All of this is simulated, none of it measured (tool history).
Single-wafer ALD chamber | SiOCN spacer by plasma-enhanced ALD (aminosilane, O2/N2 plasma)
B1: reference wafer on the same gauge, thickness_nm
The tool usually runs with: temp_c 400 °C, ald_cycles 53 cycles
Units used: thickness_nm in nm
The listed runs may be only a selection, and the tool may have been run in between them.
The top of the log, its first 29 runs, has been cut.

{"run": 30, "day": 60.279, "temp_c": 393, "ald_cycles": 53, "B1": 2.97, "thickness_nm": 3.317}
{"run": 31, "day": 62.988, "temp_c": 400, "ald_cycles": 53, "B1": 2.971, "thickness_nm": 3.309}
{"run": 32, "day": 65.025, "temp_c": 400, "ald_cycles": 44, "B1": 2.967, "thickness_nm": 2.745}
{"run": 33, "day": 66.375, "temp_c": 391, "ald_cycles": 58, "B1": 2.971, "thickness_nm": 3.621}
{"run": 34, "day": 69.046, "temp_c": 411, "ald_cycles": 60, "B1": 2.968, "thickness_nm": 3.646}
{"run": 35, "day": 71.754, "temp_c": 400, "ald_cycles": 61, "B1": 2.967, "thickness_nm": 3.808}
{"run": 36, "day": 73.912, "temp_c": 389, "ald_cycles": 58, "B1": 2.972, "thickness_nm": 3.613}
{"run": 37, "day": 75.688, "temp_c": 400, "ald_cycles": 50, "B1": 2.969, "thickness_nm": 3.126}
{"run": 38, "day": 78.658, "temp_c": 413, "ald_cycles": 45, "B1": 2.971, "thickness_nm": 2.722}
{"run": 39, "day": 80.475, "temp_c": 409, "ald_cycles": 61, "B1": 2.973, "thickness_nm": 3.731}
{"run": 40, "day": 83.425, "temp_c": 411, "ald_cycles": 59, "B1": 2.969, "thickness_nm": 3.575}
{"run": 41, "day": 86.183, "temp_c": 408, "ald_cycles": 47, "B1": 2.97, "thickness_nm": 2.869}
{"run": 42, "day": 87.346, "temp_c": 400, "ald_cycles": 53, "B1": 2.97, "thickness_nm": 3.313}
{"run": 43, "day": 88.871, "temp_c": 400, "ald_cycles": 53, "B1": 2.971, "thickness_nm": 3.321}
{"run": 44, "day": 91.8, "temp_c": 385, "ald_cycles": 64, "B1": 2.97, "thickness_nm": 4.001}

What if the next run were any one of these 3? Each begins from the tool's condition after run 44:
{"run": "A", "day": 91.821, "temp_c": 394, "ald_cycles": 53, "B1": "?", "thickness_nm": "?"}
{"run": "B", "day": 91.821, "temp_c": 393, "ald_cycles": 44, "B1": "?", "thickness_nm": "?"}
{"run": "C", "day": 91.821, "temp_c": 389, "ald_cycles": 62, "B1": "?", "thickness_nm": "?"}

run=A B1=2.968 thickness_nm=3.313
run=B B1=2.968 thickness_nm=2.751
run=C B1=2.968 thickness_nm=3.876
Take away the tool's hidden state, keep each run's random variation, and the runs would have read:
run=A thickness_nm=3.313
run=B thickness_nm=2.751
run=C thickness_nm=3.876
